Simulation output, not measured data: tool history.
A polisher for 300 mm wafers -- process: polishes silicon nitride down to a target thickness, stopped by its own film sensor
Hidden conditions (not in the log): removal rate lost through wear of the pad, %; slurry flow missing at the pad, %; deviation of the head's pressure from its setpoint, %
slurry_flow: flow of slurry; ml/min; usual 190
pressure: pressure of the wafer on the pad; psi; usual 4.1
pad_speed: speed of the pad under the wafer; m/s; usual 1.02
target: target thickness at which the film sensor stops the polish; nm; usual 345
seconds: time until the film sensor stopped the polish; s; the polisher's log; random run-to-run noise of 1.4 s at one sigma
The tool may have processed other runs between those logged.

run    hour  slurry_flow  pressure  pad_speed  target  wafers since the last listed run  wafers polished on this pad  hours since the slurry nozzle was cleaned  hours since the head pressure was calibrated  incoming thickness of the incoming film, nm  seconds
  1     0.0          190       4.1       1.02     345                                 0                         1383                                      204.6                                         225.6                                        541.4     91.4
  2    38.8          190       4.1       1.02     345                               435                         1818                                      243.4                                         264.4                                        544.5     94.8
  3    78.0          190       4.1       1.02     345                               440                         2258                                      282.6                                         303.6                                        548.2     96.8
      109.1  -- head pressure recalibrated
  4   109.6          190       4.1       1.02     345                               332                         2591                                      314.2                                           0.5                                        537.9     91.7
      123.9  -- worn pad replaced by a new one
  5   131.8          190       4.1       1.02     345                               204                           88                                      336.4                                          22.7                                        545.0     94.8
  6   183.7          190       3.4       1.02     345                               582                          671                                      388.3                                          74.6                                        548.3    114.9
  7   243.6          190       4.1       1.02     313                               672                         1343                                      448.2                                         134.5                                        547.0    113.6
  8   285.1          190       4.1       1.02     313                               465                         1809                                      489.7                                         176.0                                        542.9    109.8
      313.8  -- slurry nozzle cleaned
  9   323.8          190       4.1       1.02     313                               423                         2232                                       10.0                                         214.7                                        541.8    104.0
      358.1  -- worn pad replaced by a new one
 10   363.0          190       4.1       1.02     345                               395                           54                                       49.2                                         253.9                                        535.0     83.0
 11   403.2          190       4.1       1.02     345                               451                          505                                       89.4                                         294.1                                        537.1     88.0
      411.6  -- head pressure recalibrated
 12   432.7          190       4.1       1.02     345                               308                          814                                      118.9                                          21.1                                        531.3     87.7
 13   483.0          190       4.1       1.16     345                               564                         1379                                      169.2                                          71.4                                        537.0     81.9
 14   526.1          240       4.7       0.88     321                               483                         1863                                      212.3                                         114.5                                        541.8     98.7
 15   552.3          235       2.8       0.72     403                               294                         2157                                      238.5                                         140.7                                        535.9    107.2
      580.7  -- worn pad replaced by a new one
 16   595.3          240       4.1       1.18     345                               437                          164                                      281.5                                         183.7                                        546.4     78.0
 17   651.1          190       4.1       1.02     345                               626                          790                                      337.3                                         239.5                                        538.4     92.9
 18   697.8          165       3.1       0.90     378                               524                         1314                                      384.0                                         286.2                                        542.8    113.0
 19   752.3          255       4.1       1.02     345                               611                         1926                                      438.5                                         340.7                                        540.9     91.2
      767.3  -- head pressure recalibrated
      778.9  -- worn pad replaced by a new one
 20   791.8          220       3.6       1.02     392                               376                          144                                      478.0                                          24.5                                        545.2     82.4
 21   819.7          190       4.1       1.02     345                               313                          457                                      505.9                                          52.4                                        548.1    101.6
 22   881.3          190       4.1       1.02     345                               691                         1149                                      567.5                                         114.0                                        546.2    104.5
      909.9  -- slurry nozzle cleaned
 23   926.9          145       5.3       0.66     409                               500                         1649                                       17.0                                         159.6                                        546.2     74.5
 24   986.0          235       3.1       1.02     372                               663                         2313                                       76.1                                         218.7                                        538.2     92.6
      997.8  -- worn pad replaced by a new one
 25  1031.4          165       4.1       1.36     328                               464                          377                                      121.5                                         264.1                                        541.4     79.8
 26  1063.7          190       5.0       1.32     307                               362                          739                                      153.8                                         296.4                                        533.7     73.4
     1071.2  -- head pressure recalibrated
 27  1153.9          220       2.7       1.02     345                               990                         1729                                      244.0                                          82.7                                        538.6    123.5

Exercise: give the hidden state of the tool at every run:
removal rate lost through wear of the pad, %: 0 at every run
deviation of the head's pressure from its setpoint, %: 0 at every run
H1: slurry flow missing at the pad, %
run    H1
  1  15.1
  2  17.9
  3  20.8
  4  23.1
  5  24.7
  6  28.5
  7  32.8
  8  35.9
  9  1.46
 10  4.32
 11  7.24
 12  9.39
 13    13
 14  16.2
 15  18.1
 16  21.2
 17  25.3
 18  28.7
 19  32.6
 20  35.5
 21  37.5
 22    42
 23  2.62
 24  6.92
 25  10.2
 26  12.6
 27  19.1

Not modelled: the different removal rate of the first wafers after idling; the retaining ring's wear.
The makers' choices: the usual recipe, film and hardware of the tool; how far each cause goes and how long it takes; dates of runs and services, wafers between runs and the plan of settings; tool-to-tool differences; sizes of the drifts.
